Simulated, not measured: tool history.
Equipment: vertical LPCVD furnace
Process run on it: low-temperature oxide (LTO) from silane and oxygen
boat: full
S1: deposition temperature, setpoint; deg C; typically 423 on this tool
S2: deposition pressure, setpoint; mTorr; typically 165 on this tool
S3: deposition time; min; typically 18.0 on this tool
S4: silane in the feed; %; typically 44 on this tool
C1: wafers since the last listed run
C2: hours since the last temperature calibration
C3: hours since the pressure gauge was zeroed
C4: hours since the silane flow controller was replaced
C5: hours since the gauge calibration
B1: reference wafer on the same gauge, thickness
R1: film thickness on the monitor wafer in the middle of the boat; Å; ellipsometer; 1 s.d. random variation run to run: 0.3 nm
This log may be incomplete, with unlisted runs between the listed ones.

run	day	S1	S2	S3	S4	C1	C2	C3	C4	C5	B1	R1
1	0.000	423	165	18.0	44	0	2150.8	1549.2	2235.7	195.0	187.96	1620.7
# day 0.467: gauge calibrated
2	0.671	423	165	18.0	44	372	2166.9	1565.3	2251.8	4.9	188.08	1619.5
3	1.079	423	165	18.0	44	226	2176.7	1575.1	2261.6	14.7	187.91	1616.5
4	1.712	423	165	18.0	44	351	2191.9	1590.3	2276.8	29.9	188.02	1616.6
5	2.138	423	165	18.0	44	235	2202.1	1600.5	2287.0	40.1	187.94	1617.3
6	2.492	423	165	18.0	44	196	2210.6	1609.0	2295.5	48.6	188.05	1616.0
7	2.888	423	165	18.0	44	219	2220.1	1618.5	2305.0	58.1	187.98	1614.7
# day 3.958: thermocouples replaced and temperature profile calibrated
8	3.979	423	165	18.0	44	50	0.5	1644.7	2331.2	84.3	188.08	1615.8
9	4.108	423	165	18.0	44	71	3.6	1647.8	2334.3	87.4	187.97	1618.1
10	4.238	423	165	18.0	44	71	6.7	1650.9	2337.4	90.5	187.95	1621.5
11	4.475	423	165	18.0	44	131	12.4	1656.6	2343.1	96.2	187.94	1617.9
# day 5.758: pressure gauge zeroed
12	5.779	423	165	18.0	44	168	43.7	0.5	2374.4	127.5	187.94	1694.3
13	5.908	423	165	18.0	44	71	46.8	3.6	2377.5	130.6	188.11	1685.3
14	6.171	423	165	18.0	44	145	53.1	9.9	2383.8	136.9	188.10	1687.2
15	6.829	434	195	11.5	44	365	68.9	25.7	2399.6	152.7	188.01	1416.6
16	7.333	423	165	24.0	44	279	81.0	37.8	2411.7	164.8	188.03	2244.7
17	7.858	419	165	22.0	49	291	93.6	50.4	2424.3	177.4	188.03	2175.4
18	8.188	423	165	18.0	44	182	101.5	58.3	2432.2	185.3	187.99	1676.3
19	8.571	430	165	18.0	44	212	110.7	67.5	2441.4	194.5	188.07	1793.3
20	8.992	423	165	18.0	44	233	120.8	77.6	2451.5	204.6	188.03	1675.5
# day 9.150: gauge calibrated
# day 10.200: silane flow controller replaced
21	10.221	423	180	12.5	44	127	150.3	107.1	0.5	25.7	188.00	1271.2
22	10.350	423	165	18.0	39	71	153.4	110.2	3.6	28.8	188.09	1475.3
23	10.717	418	165	12.0	42	203	162.2	119.0	12.4	37.6	188.04	1010.4
24	11.371	423	150	13.5	44	363	177.9	134.7	28.1	53.3	188.03	1141.0
25	11.642	423	185	18.0	44	150	184.4	141.2	34.6	59.8	188.12	1878.1
26	12.362	423	165	18.0	44	400	201.7	158.5	51.9	77.1	187.96	1664.8
27	12.704	423	165	18.0	44	189	209.9	166.7	60.1	85.3	187.93	1664.1
28	13.012	433	140	25.0	47	171	217.3	174.1	67.5	92.7	187.99	2285.1

Each row is a separate what-if for the run after 28, all from the same tool condition, not one after another. Results?
A	13.146	423	165	18.0	49	73	220.5	177.3	70.7	95.9	?	?
B	13.146	411	200	18.0	44	73	220.5	177.3	70.7	95.9	?	?
C	13.146	423	145	24.5	44	73	220.5	177.3	70.7	95.9	?	?

run	B1	R1
A	187.95	1831.4
B	187.95	1797.1
C	187.95	1987.1
Stripped of hidden state, with their random variation kept, the same runs would have yielded:
run	R1
A	1867.4
B	1826.2
C	2031.7
